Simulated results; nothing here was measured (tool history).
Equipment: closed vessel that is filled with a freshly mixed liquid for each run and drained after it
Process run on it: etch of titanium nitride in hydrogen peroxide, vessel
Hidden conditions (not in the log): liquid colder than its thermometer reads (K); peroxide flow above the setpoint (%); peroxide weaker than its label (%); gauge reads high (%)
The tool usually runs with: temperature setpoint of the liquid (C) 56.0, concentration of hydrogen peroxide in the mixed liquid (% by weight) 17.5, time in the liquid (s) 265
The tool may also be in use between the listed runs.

run    hour  temperature setpoint of the liquid (C)  concentration of hydrogen peroxide in the mixed liquid (% by weight)  time in the liquid (s)  wafers since the last listed run  hours since the thermometer was replaced  hours since the peroxide flow meter was replaced  hours since the drum of peroxide was connected  hours since the gauge calibration  read-back film thickness of the titanium nitride reference wafer, read on the same gauge (nm)  thickness taken off the titanium nitride on a monitor wafer (nm)
  1     0.0                                    56.0                                                                  17.5                     265                                 0                                     660.7                                              49.5                                           412.2                             3207.9                                                                                          90.00                                                              9.70
  2    84.2                                    56.0                                                                  14.5                     265                              7267                                     744.9                                             133.7                                           496.4                             3292.1                                                                                          90.00                                                              9.29
      113.6  -- thermometer replaced
  3   180.4                                    56.0                                                                  14.5                     265                              8216                                      66.8                                             229.9                                           592.6                             3388.3                                                                                          90.01                                                              9.80
  4   234.8                                    56.0                                                                  14.5                     265                              4695                                     121.2                                             284.3                                           647.0                             3442.7                                                                                          90.00                                                              9.74
  5   271.7                                    60.5                                                                  15.5                     265                              3184                                     158.1                                             321.2                                           683.9                             3479.6                                                                                          90.00                                                             13.50
      301.5  -- gauge calibrated
      307.1  -- new drum of peroxide connected
  6   319.3                                    56.0                                                                  17.5                     265                              4021                                     205.7                                             368.8                                            12.2                               17.8                                                                                          89.99                                                             10.11
  7   369.2                                    56.0                                                                  17.5                     265                              4306                                     255.6                                             418.7                                            62.1                               67.7                                                                                          90.02                                                             10.06
  8   406.1                                    52.0                                                                  17.5                     265                              3184                                     292.5                                             455.6                                            99.0                              104.6                                                                                          90.02                                                              7.57
  9   447.6                                    50.0                                                                  15.5                     355                              3581                                     334.0                                             497.1                                           140.5                              146.1                                                                                          90.03                                                              8.59
 10   517.4                                    51.0                                                                  12.5                     410                              6024                                     403.8                                             566.9                                           210.3                              215.9                                                                                          90.00                                                             10.03
 11   608.0                                    56.0                                                                  13.0                     215                              7819                                     494.4                                             657.5                                           300.9                              306.5                                                                                          90.01                                                              7.55
 12   671.2                                    56.0                                                                  17.5                     265                              5454                                     557.6                                             720.7                                           364.1                              369.7                                                                                          90.01                                                              9.83
 13   721.9                                    56.0                                                                  17.5                     265                              4375                                     608.3                                             771.4                                           414.8                              420.4                                                                                          90.02                                                              9.72
 14   799.2                                    66.0                                                                  15.0                     215                              6671                                     685.6                                             848.7                                           492.1                              497.7                                                                                          89.99                                                             15.08
      823.7  -- thermometer replaced
 15   881.0                                    56.0                                                                  14.5                     265                              6973                                      57.3                                             930.5                                           573.9                              579.5                                                                                          89.98                                                              9.94
 16   941.9                                    48.0                                                                  13.0                     160                              5256                                     118.2                                             991.4                                           634.8                              640.4                                                                                          90.01                                                              3.28
 17  1015.3                                    65.0                                                                  13.0                     265                              6335                                     191.6                                            1064.8                                           708.2                              713.8                                                                                          90.00                                                             17.65
 18  1081.9                                    66.0                                                                  15.0                     215                              5748                                     258.2                                            1131.4                                           774.8                              780.4                                                                                          89.97                                                             15.65
     1124.8  -- new drum of peroxide connected
 19  1304.9                                    56.0                                                                  17.5                     265                             19160                                     481.2                                            1354.4                                           180.1                             1003.4                                                                                          90.01                                                              9.95
 20  1398.2                                    56.0                                                                  17.5                     195                              8052                                     574.5                                            1447.7                                           273.4                             1096.7                                                                                          89.98                                                              7.18
 21  1452.1                                    65.0                                                                  13.0                     115                              4652                                     628.4                                            1501.6                                           327.3                             1150.6                                                                                          89.98                                                              7.39
     1534.1  -- thermometer replaced
 22  1537.4                                    51.5                                                                  17.5                     265                              7275                                       3.3                                            1586.9                                           412.6                             1235.9                                                                                          90.00                                                              7.55
 23  1643.7                                    62.5                                                                  22.5                     180                              9174                                     109.6                                            1693.2                                           518.9                             1342.2                                                                                          89.99                                                             11.60
     1744.4  -- new drum of peroxide connected
 24  1749.3                                    64.0                                                                  14.5                     410                              9027                                     215.2                                            1798.8                                             4.9                             1447.8                                                                                          90.01                                                             26.19
 25  1789.5                                    56.0                                                                  14.5                     205                              3469                                     255.4                                            1839.0                                            45.1                             1488.0                                                                                          90.00                                                              7.65
 26  1825.8                                    56.0                                                                  17.5                     265                              3133                                     291.7                                            1875.3                                            81.4                             1524.3                                                                                          89.99                                                             10.18
 27  1890.1                                    49.0                                                                  17.5                     115                              5549                                     356.0                                            1939.6                                           145.7                             1588.6                                                                                          90.00                                                              2.69
 28  1995.9                                    56.0                                                                  17.5                     265                              9131                                     461.8                                            2045.4                                           251.5                             1694.4                                                                                          90.02                                                             10.08
     2055.8  -- peroxide flow meter replaced
 29  2103.3                                    60.5                                                                  17.5                     170                              9183                                     569.2                                              47.5                                           358.9                             1801.8                                                                                          90.01                                                              8.61

Below are 4 alternative next runs, each starting from the tool's condition after run 29. Predict each:
  A  2104.0                                    56.0                                                                  17.5                     265                                60                                     569.9                                              48.2                                           359.6                             1802.5                                                                                              ?                                                                 ?
  B  2104.0                                    64.5                                                                  15.5                     265                                60                                     569.9                                              48.2                                           359.6                             1802.5                                                                                              ?                                                                 ?
  C  2104.0                                    64.0                                                                  17.5                     115                                60                                     569.9                                              48.2                                           359.6                             1802.5                                                                                              ?                                                                 ?
  D  2104.0                                    50.0                                                                  13.5                     385                                60                                     569.9                                              48.2                                           359.6                             1802.5                                                                                              ?                                                                 ?

run  read-back film thickness of the titanium nitride reference wafer, read on the same gauge (nm)  thickness taken off the titanium nitride on a monitor wafer (nm)
  A                                                                                          90.01                                                              9.82
  B                                                                                          90.01                                                             17.09
  C                                                                                          90.01                                                              7.36
  D                                                                                          90.01                                                              8.81
Had the tool no hidden state, the same runs would have come out as:
run  thickness taken off the titanium nitride on a monitor wafer (nm)
  A                                                             10.33
  B                                                             17.93
  C                                                              7.72
  D                                                              9.28
